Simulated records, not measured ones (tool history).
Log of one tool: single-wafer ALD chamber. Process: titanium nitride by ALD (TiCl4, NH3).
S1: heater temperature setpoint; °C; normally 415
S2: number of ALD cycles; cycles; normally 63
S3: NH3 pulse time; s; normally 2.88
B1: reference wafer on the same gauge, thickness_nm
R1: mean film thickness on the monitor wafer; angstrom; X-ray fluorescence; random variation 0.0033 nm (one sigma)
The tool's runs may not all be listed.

run,hour,S1,S2,S3,B1,R1
1,0,415,63,2.88,1.18,13.39
2,69.8,415,63,2.88,1.181,13.44
3,117.6,415,63,2.88,1.181,13.38
4,157.3,415,63,2.88,1.18,13.46
5,185.8,415,63,2.88,1.18,13.38
6,251.6,424,63,2.88,1.18,13.4
7,298.7,411,63,2.88,1.18,13.43
8,342.7,411,63,2.88,1.179,13.44
9,410.8,411,63,2.88,1.181,13.41
10,442.5,415,69,2.88,1.18,14.62
11,478.2,415,63,2.88,1.181,13.36
12,549.6,415,63,2.88,1.179,13.36
13,579,406,63,3.66,1.179,13.45
14,650.9,406,63,3.66,1.18,13.46
15,683.4,415,63,2.49,1.18,13.3
16,719.5,415,72,2.88,1.18,15.37
17,778.8,415,72,2.88,1.18,15.28
18,817,415,72,2.88,1.179,15.26
19,884.3,400,67,2.25,1.18,14.08
20,938.2,415,71,3.76,1.18,15.19
21,991.5,411,63,2.88,1.179,13.35
22,1039.6,408,52,3.78,1.179,11.1
23,1066.9,415,68,3.64,1.181,14.52
24,1121.5,403,74,3.37,1.18,15.86
25,1156.7,411,52,3.68,1.18,11.08
26,1226.5,401,63,2.88,1.182,13.4
27,1442.5,415,52,3.19,1.181,11.13
28,1501.5,415,63,2.56,1.182,13.34
29,1569.7,415,68,2.88,1.18,14.43
30,1614.6,415,63,2.5,1.179,13.27
31,1662.4,415,53,2.88,1.18,11.26
32,1716,415,63,3.41,1.181,13.42
33,1749.8,415,75,3.44,1.179,16.05
34,1806.3,415,63,2.88,1.179,13.36
35,1864.1,415,63,2.56,1.18,13.31
36,1906.9,420,70,3.55,1.18,14.94
37,1973.2,415,67,2.52,1.181,14.23
38,2007.3,428,67,3.68,1.181,14.36
39,2069.1,415,58,2.88,1.181,12.25
40,2133.4,406,63,3.66,1.18,13.5
41,2188,415,68,2.88,1.179,14.41

The log once held 3 entries between its listed runs, left out of this copy. Where does each go, and what is different about the tool's unlogged condition between the listed run before it and the listed run after it?
Logged between run 21 and run 22: gauge calibrated (hour 1033.3)
  both runs share identical hidden conditions
Logged between run 25 and run 26: thermocouple changed; heater temperature recalibrated (hour 1183.6); showerhead replaced (hour 1218.2)
  both runs share identical hidden conditions

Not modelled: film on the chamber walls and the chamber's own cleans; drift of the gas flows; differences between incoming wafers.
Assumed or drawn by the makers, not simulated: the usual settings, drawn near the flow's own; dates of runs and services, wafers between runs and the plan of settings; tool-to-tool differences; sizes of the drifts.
